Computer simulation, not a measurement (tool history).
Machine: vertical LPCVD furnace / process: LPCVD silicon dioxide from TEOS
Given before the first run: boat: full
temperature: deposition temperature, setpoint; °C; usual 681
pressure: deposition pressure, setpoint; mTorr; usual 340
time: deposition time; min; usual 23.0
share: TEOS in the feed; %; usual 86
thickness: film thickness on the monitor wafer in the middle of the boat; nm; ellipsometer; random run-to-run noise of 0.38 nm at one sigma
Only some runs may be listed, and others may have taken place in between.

run	hour	temperature	pressure	time	share	wafers since the last listed run	hours since the last temperature calibration	hours since the pressure gauge was zeroed	hours since the TEOS flow controller was replaced	hours since the gauge calibration	read-back reference wafer on the same gauge, thickness	thickness
1	0.0	681	340	23.0	86	0	3528.2	4479.2	5507.9	3052.6	131.92	137.81
# hour 139.1: thermocouples replaced and temperature profile calibrated
2	289.8	681	340	23.0	86	5604	150.7	4769.0	5797.7	3342.4	131.99	137.51
# hour 321.2: pressure gauge zeroed
3	388.7	681	400	23.0	81	1579	249.6	67.5	5896.6	3441.3	132.03	142.76
# hour 392.8: gauge calibrated
4	492.0	681	400	23.0	81	2178	352.9	170.8	5999.9	99.2	132.04	143.14
5	571.7	681	340	23.0	86	1680	432.6	250.5	6079.6	178.9	132.07	135.71
6	636.6	681	340	23.0	86	1368	497.5	315.4	6144.5	243.8	131.99	135.35
7	687.7	681	340	23.0	86	1077	548.6	366.5	6195.6	294.9	132.12	136.13
8	734.5	681	340	23.0	90	986	595.4	413.3	6242.4	341.7	132.01	138.32
# hour 854.4: TEOS flow controller replaced
9	854.9	681	340	23.0	86	2032	715.8	533.7	0.5	462.1	132.08	135.71
10	910.1	681	415	29.0	86	1163	771.0	588.9	55.7	517.3	132.05	189.51
11	946.4	678	300	23.0	86	765	807.3	625.2	92.0	553.6	132.04	118.55
12	1042.0	681	340	23.0	86	2015	902.9	720.8	187.6	649.2	132.12	135.56
13	1078.8	681	400	23.0	81	775	939.7	757.6	224.4	686.0	131.97	143.35
14	1228.5	681	340	23.0	86	3156	1089.4	907.3	374.1	835.7	132.06	135.66
15	1302.3	674	340	23.0	70	1556	1163.2	981.1	447.9	909.5	132.02	103.18
16	1409.5	685	340	23.0	86	2260	1270.4	1088.3	555.1	1016.7	131.95	149.32
17	1475.4	681	340	23.0	97	1389	1336.3	1154.2	621.0	1082.6	132.12	143.67
18	1530.2	681	340	23.0	86	1155	1391.1	1209.0	675.8	1137.4	131.92	135.79
19	1568.3	681	340	23.0	86	803	1429.2	1247.1	713.9	1175.5	132.03	136.06
20	1614.8	681	420	23.0	86	980	1475.7	1293.6	760.4	1222.0	131.95	151.29
21	1855.5	670	340	26.5	86	5075	1716.4	1534.3	1001.1	1462.7	132.08	120.00
22	2092.8	692	425	23.0	86	5003	1953.7	1771.6	1238.4	1700.0	132.08	197.91
23	2148.3	681	340	23.0	93	1170	2009.2	1827.1	1293.9	1755.5	132.09	141.37
24	2252.8	673	365	23.0	79	2203	2113.7	1931.6	1398.4	1860.0	132.07	110.73
25	2296.8	681	340	23.0	86	927	2157.7	1975.6	1442.4	1904.0	132.01	136.26
26	2343.4	681	340	14.5	86	982	2204.3	2022.2	1489.0	1950.6	132.00	86.03
27	2437.6	681	340	23.0	78	1986	2298.5	2116.4	1583.2	2044.8	132.06	129.16
28	2508.6	681	305	23.0	79	1497	2369.5	2187.4	1654.2	2115.8	132.04	123.92
29	2615.9	672	285	29.5	86	2262	2476.8	2294.7	1761.5	2223.1	131.96	128.32
30	2712.5	681	340	23.0	86	2036	2573.4	2391.3	1858.1	2319.7	131.94	136.21

Selected run-to-run steps in thickness, each split into two signed amounts: the part the tool would show with no hidden state at all (from settings, incoming material and random variation), and the remainder, which goes to the hidden state together with any gauge scatter not common to the measured and the hidden-state-free results:
Hidden conditions of the tool in this case: true tube temperature minus thermocouple reading, K; true pressure minus gauge reading, mTorr; deviation of the TEOS flow from its setpoint, %; gauge reads high (%).
Run 1 -> 2: thermocouples replaced and temperature profile calibrated. thickness -0.30 nm: hidden state +0.25, all else -0.55.
Run 2 -> 3: pressure 340 -> 400, share 86 -> 81, pressure gauge zeroed. thickness +5.25 nm: hidden state -2.11, all else +7.36.
Run 10 -> 11: temperature 681 -> 678, pressure 415 -> 300, time 29.0 -> 23.0. thickness -70.96 nm: hidden state +0.06, all else -71.02.
Run 14 -> 15: temperature 681 -> 674, share 86 -> 70. thickness -32.48 nm: hidden state +0.08, all else -32.56.
Run 21 -> 22: temperature 670 -> 692, pressure 340 -> 425, time 26.5 -> 23.0. thickness +77.91 nm: hidden state +0.04, all else +77.87.
Run 22 -> 23: temperature 692 -> 681, pressure 425 -> 340, share 86 -> 93. thickness -56.54 nm: hidden state +0.03, all else -56.57.

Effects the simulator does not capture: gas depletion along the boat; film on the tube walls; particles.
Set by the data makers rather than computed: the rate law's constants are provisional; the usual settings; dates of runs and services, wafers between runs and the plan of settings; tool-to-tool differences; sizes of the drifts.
